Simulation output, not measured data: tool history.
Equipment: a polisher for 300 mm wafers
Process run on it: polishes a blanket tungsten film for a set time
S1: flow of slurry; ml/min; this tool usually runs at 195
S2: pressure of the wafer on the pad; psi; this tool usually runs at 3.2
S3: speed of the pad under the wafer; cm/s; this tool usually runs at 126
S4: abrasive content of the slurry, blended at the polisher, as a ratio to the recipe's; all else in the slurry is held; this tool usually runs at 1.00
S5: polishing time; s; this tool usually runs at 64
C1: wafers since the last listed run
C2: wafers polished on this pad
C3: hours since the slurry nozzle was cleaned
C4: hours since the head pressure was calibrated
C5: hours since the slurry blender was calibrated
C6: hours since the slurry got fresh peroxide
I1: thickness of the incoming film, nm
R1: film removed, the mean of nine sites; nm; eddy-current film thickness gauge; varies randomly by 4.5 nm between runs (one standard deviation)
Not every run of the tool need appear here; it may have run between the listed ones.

run	hour	S1	S2	S3	S4	S5	C1	C2	C3	C4	C5	C6	I1	R1
1	0.0	195	3.2	126	1.00	64	0	780	69.7	600.5	87.8	138.3	941.2	363.2
2	17.5	195	3.2	126	1.00	64	192	972	87.2	618.0	105.3	155.8	936.3	361.2
3	45.2	195	3.2	126	1.00	64	304	1277	114.9	645.7	133.0	183.5	933.1	347.5
# hour 66.5: slurry tank refilled with fresh slurry and peroxide
# hour 77.7: head pressure recalibrated
4	81.2	195	3.2	126	1.00	53	362	1640	150.9	3.5	169.0	14.7	939.0	288.2
5	108.1	195	3.7	126	1.00	64	295	1936	177.8	30.4	195.9	41.6	927.0	383.2
# hour 122.3: slurry blender recalibrated
# hour 132.3: worn pad replaced by a new one
6	135.2	220	3.2	96	0.90	43	232	31	204.9	57.5	12.9	68.7	927.9	179.0
7	155.5	195	3.2	126	1.00	64	223	254	225.2	77.8	33.2	89.0	932.1	350.5
# hour 175.5: slurry nozzle cleaned
8	183.6	130	2.7	126	1.15	48	298	552	8.1	105.9	61.3	117.1	931.4	221.7
9	209.6	195	4.2	100	0.70	52	285	838	34.1	131.9	87.3	143.1	937.0	286.4
10	237.7	195	3.2	126	1.00	64	309	1147	62.2	160.0	115.4	171.2	937.9	349.8
# hour 279.9: slurry tank refilled with fresh slurry and peroxide
# hour 337.0: worn pad replaced by a new one
11	342.8	130	3.2	126	1.30	77	1100	63	167.3	265.1	220.5	62.9	947.7	404.5
12	366.9	195	3.2	86	1.15	64	265	328	191.4	289.2	244.6	87.0	941.4	247.6
# hour 391.1: slurry blender recalibrated
13	392.8	195	3.2	126	1.00	64	262	591	217.3	315.1	1.7	112.9	938.5	335.0
14	416.6	195	3.2	126	1.15	64	261	853	241.1	338.9	25.5	136.7	932.8	350.9
15	452.3	250	3.2	126	1.00	64	392	1245	276.8	374.6	61.2	172.4	946.9	344.5
# hour 470.4: slurry nozzle cleaned
16	478.7	195	3.2	126	1.00	64	279	1525	8.3	401.0	87.6	198.8	952.2	351.4
17	504.0	195	3.2	126	1.00	64	278	1803	33.6	426.3	112.9	224.1	922.4	340.6
# hour 523.0: slurry tank refilled with fresh slurry and peroxide
18	530.5	195	3.2	86	1.15	64	280	2083	60.1	452.8	139.4	7.5	932.7	238.6
# hour 554.3: worn pad replaced by a new one
19	563.5	130	2.2	126	1.00	74	318	100	93.1	485.8	172.4	40.5	926.8	270.8

Run 20 comes next. What will it give?
20	582.9	195	2.3	150	1.10	64	213	314	112.5	505.2	191.8	59.9	932.3	?

{"run 20": {"R1": 314.1}}
On a tool with no hidden condition, and with the same random variation, this run would have come out at R1 325.8 nm.
